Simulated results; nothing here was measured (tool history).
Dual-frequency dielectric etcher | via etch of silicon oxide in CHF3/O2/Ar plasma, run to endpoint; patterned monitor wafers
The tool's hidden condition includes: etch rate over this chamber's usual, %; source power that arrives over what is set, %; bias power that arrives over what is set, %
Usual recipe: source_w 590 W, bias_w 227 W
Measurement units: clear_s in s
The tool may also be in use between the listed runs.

run    hour  source_w  bias_w  wafers since the last listed run  hours since the last wet clean  hours since the last source power generator calibration  hours since the last bias power generator calibration  hours since the last upper electrode change  incoming incoming film thickness, nm  clear_s
  1     0.0       590     227                                 0                            16.0                                                   1558.6                                                 1311.7                                       2067.4                                 590.2    280.1
  2    49.3       660     202                               246                            65.3                                                   1607.9                                                 1361.0                                       2116.7                                 594.9    283.3
  3    91.0       590     227                               208                           107.0                                                   1649.6                                                 1402.7                                       2158.4                                 587.0    277.3
  4   134.9       590     227                               219                           150.9                                                   1693.5                                                 1446.6                                       2202.3                                 586.7    276.7
      167.3  -- upper electrode replaced
  5   194.5       590     227                               178                           210.5                                                   1753.1                                                 1506.2                                         27.2                                 585.6    274.7
  6   317.6       590     182                               616                           333.6                                                   1876.2                                                 1629.3                                        150.3                                 592.0    293.3
  7   354.5       590     182                               184                           370.5                                                   1913.1                                                 1666.2                                        187.2                                 585.9    292.1
  8   415.2       620     227                               304                           431.2                                                   1973.8                                                 1726.9                                        247.9                                 586.5    268.0
  9   455.8       660     243                               203                           471.8                                                   2014.4                                                 1767.5                                        288.5                                 589.6    261.2
      486.8  -- wet clean of the chamber
      514.8  -- bias power generator calibrated
 10   516.3       660     227                               162                            29.5                                                   2074.9                                                    1.5                                        349.0                                 591.6    273.9
 11   552.6       550     227                               181                            65.8                                                   2111.2                                                   37.8                                        385.3                                 592.6    287.4
 12   580.0       590     191                               137                            93.2                                                   2138.6                                                   65.2                                        412.7                                 589.7    296.7
 13   618.1       650     170                               190                           131.3                                                   2176.7                                                  103.3                                        450.8                                 585.4    293.8
      639.2  -- source power generator calibrated
 14   661.7       590     227                               198                           174.9                                                     22.5                                                  146.9                                        494.4                                 589.2    279.0
 15   720.3       640     211                               293                           233.5                                                     81.1                                                  205.5                                        553.0                                 592.8    280.8
 16   774.7       590     227                               272                           287.9                                                    135.5                                                  259.9                                        607.4                                 589.8    277.0
 17   822.8       590     206                               240                           336.0                                                    183.6                                                  308.0                                        655.5                                 595.2    288.4
 18   892.0       690     212                               346                           405.2                                                    252.8                                                  377.2                                        724.7                                 590.8    270.4
      948.3  -- wet clean of the chamber
 19   963.7       670     227                               238                            15.4                                                    324.5                                                  448.9                                        796.4                                 600.2    279.3
 20  1014.0       590     227                               251                            65.7                                                    374.8                                                  499.2                                        846.7                                 583.7    278.3
 21  1079.6       660     280                               328                           131.3                                                    440.4                                                  564.8                                        912.3                                 589.4    254.7
 22  1126.9       510     179                               236                           178.6                                                    487.7                                                  612.1                                        959.6                                 588.7    311.1
 23  1181.7       440     227                               274                           233.4                                                    542.5                                                  666.9                                       1014.4                                 588.8    293.8
 24  1247.2       640     211                               328                           298.9                                                    608.0                                                  732.4                                       1079.9                                 594.6    281.3
 25  1289.1       520     248                               209                           340.8                                                    649.9                                                  774.3                                       1121.8                                 588.1    276.3
 26  1356.8       710     209                               339                           408.5                                                    717.6                                                  842.0                                       1189.5                                 592.5    271.1
     1384.9  -- wet clean of the chamber
 27  1416.7       670     263                               179                            31.8                                                    777.5                                                  901.9                                       1249.4                                 590.8    259.3
 28  1512.1       450     273                               477                           127.2                                                    872.9                                                  997.3                                       1344.8                                 592.3    282.4
 29  1612.3       450     227                               501                           227.4                                                    973.1                                                 1097.5                                       1445.0                                 591.9    293.1
 30  1670.9       730     227                               293                           286.0                                                   1031.7                                                 1156.1                                       1503.6                                 591.7    264.4
 31  1737.2       720     264                               332                           352.3                                                   1098.0                                                 1222.4                                       1569.9                                 585.7    249.7
 32  1777.6       590     284                               202                           392.7                                                   1138.4                                                 1262.8                                       1610.3                                 595.2    259.5
     1832.0  -- wet clean of the chamber
 33  1846.5       590     227                               224                            14.5                                                   1207.3                                                 1331.7                                       1679.2                                 583.1    276.9
 34  1900.5       590     227                               270                            68.5                                                   1261.3                                                 1385.7                                       1733.2                                 589.9    279.0

Across each entry between runs, compare the hidden state at the last listed run before it with the hidden state at the first listed run after it:
Between runs 4 and 5: upper electrode replaced (hour 167.3)
  etch rate over this chamber's usual, %: 1.2 -> 1.49
  measured minus no-state result, clear_s: -3.3 -> -4.1 s
Between runs 9 and 10: wet clean of the chamber (hour 486.8); bias power generator calibrated (hour 514.8)
  etch rate over this chamber's usual, %: 2.73 -> 0.287
  measured minus no-state result, clear_s: -7.1 -> -0.8 s
Between runs 13 and 14: source power generator calibrated (hour 639.2)
  etch rate over this chamber's usual, %: 0.771 -> 0.978
  measured minus no-state result, clear_s: -2.2 -> -2.7 s
Between runs 18 and 19: wet clean of the chamber (hour 948.3)
  etch rate over this chamber's usual, %: 2.07 -> -0.183
  measured minus no-state result, clear_s: -5.6 -> +0.5 s
Between runs 26 and 27: wet clean of the chamber (hour 1384.9)
  etch rate over this chamber's usual, %: 1.68 -> 0.135
  measured minus no-state result, clear_s: -4.5 -> -0.3 s
Between runs 32 and 33: wet clean of the chamber (hour 1832.0)
  etch rate over this chamber's usual, %: 1.85 -> 0.519
  measured minus no-state result, clear_s: -4.8 -> -1.4 s

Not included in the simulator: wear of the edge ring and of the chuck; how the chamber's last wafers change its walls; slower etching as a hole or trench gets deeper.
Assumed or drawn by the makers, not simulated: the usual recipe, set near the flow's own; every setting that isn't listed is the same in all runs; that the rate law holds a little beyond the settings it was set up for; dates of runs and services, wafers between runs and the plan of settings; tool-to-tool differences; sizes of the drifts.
